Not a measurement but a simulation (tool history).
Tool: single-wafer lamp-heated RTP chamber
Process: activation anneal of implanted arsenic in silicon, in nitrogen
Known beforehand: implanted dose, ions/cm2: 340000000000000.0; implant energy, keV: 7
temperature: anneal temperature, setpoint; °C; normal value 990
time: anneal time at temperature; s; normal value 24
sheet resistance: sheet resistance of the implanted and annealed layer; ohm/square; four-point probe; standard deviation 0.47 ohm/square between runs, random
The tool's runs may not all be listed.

run,hour,temperature,time,wafers since the last listed run,wafers since the last pyrometer calibration,wafers since the reflector plate was cleaned,hours since the gauge calibration,"read-back reference wafer on the same gauge, sheet resistance",sheet resistance
1,0,990,24,0,3263,7983,205.6,350.63,310.32
2,17.1,990,24,222,3486,8206,222.7,350.98,310.25
3,34.3,990,24,224,3710,8430,239.9,350.9,310.58
4,47.4,990,24,170,3881,8601,253,351.18,310.29
5,57,990,24,125,4006,8726,262.6,351,310.66
6,69.4,990,24,161,4168,8888,275,350.94,310.1
7,80.1,990,24,139,4307,9027,285.7,350.8,310.37
8,92,990,24,155,4463,9182,297.6,351,309.93
9,108.5,990,24,215,4678,9397,314.1,350.94,309.56
10,117.3,990,24,114,4792,9512,322.9,351.03,309.63
# hour 120.5: gauge calibrated
11,134,990,24,217,5010,9730,13.5,351.14,309.42
12,149,990,24,195,5206,9925,28.5,351.07,309.71
13,165.8,990,32,218,5425,10144,45.3,350.9,305.45
14,175.8,990,33,130,5555,10275,55.3,351.1,304.85
15,186.4,990,24,138,5693,10413,65.9,350.68,308.86
16,204.3,970,12,233,5926,10646,83.8,350.88,324.8
17,213.4,990,24,118,6045,10765,92.9,351.16,308.54
18,229.7,964,18,212,6258,10977,109.2,351.3,321.18
# hour 240.6: reflector plate cleaned
19,244.2,1018,19,84,6342,46,123.7,351.04,303.06
# hour 261.5: pyrometer window cleaned and pyrometer calibrated
20,262,990,24,127,5,174,141.5,351.14,313.52
21,269.1,990,36,92,98,266,148.6,351.12,307.25
22,279,1016,19,129,227,395,158.5,351.25,307.54
23,295.3,990,24,212,439,608,174.8,350.99,312.36
24,310.1,1010,18,192,632,801,189.6,351.04,309.75
25,317,965,19,89,722,891,196.5,351.14,322.61
26,325,990,24,104,827,995,204.5,351.09,312.42
27,337.4,980,15,161,988,1156,216.9,350.92,321.42

Selected run-to-run steps in sheet resistance, each split into two signed amounts: the part the tool would show with no hidden state at all (from settings, incoming material and random variation), and the remainder, which goes to the hidden state together with any gauge scatter not common to the measured and the hidden-state-free results:
Hidden state at play: true wafer temperature minus pyrometer reading, K; wafer temperature error from the tarnished reflector plate, K; gauge reads high (%).
Run 16 -> 17: temperature 970 -> 990, time 12 -> 24. sheet resistance -16.26 ohm/square: hidden state -0.9, all else -15.36.
Run 18 -> 19: temperature 964 -> 1018, time 18 -> 19, reflector plate cleaned. sheet resistance -18.12 ohm/square: hidden state -1.12, all else -17.
Run 19 -> 20: temperature 1018 -> 990, time 19 -> 24, pyrometer window cleaned and pyrometer calibrated. sheet resistance +10.46 ohm/square: hidden state +4.36, all else +6.1.

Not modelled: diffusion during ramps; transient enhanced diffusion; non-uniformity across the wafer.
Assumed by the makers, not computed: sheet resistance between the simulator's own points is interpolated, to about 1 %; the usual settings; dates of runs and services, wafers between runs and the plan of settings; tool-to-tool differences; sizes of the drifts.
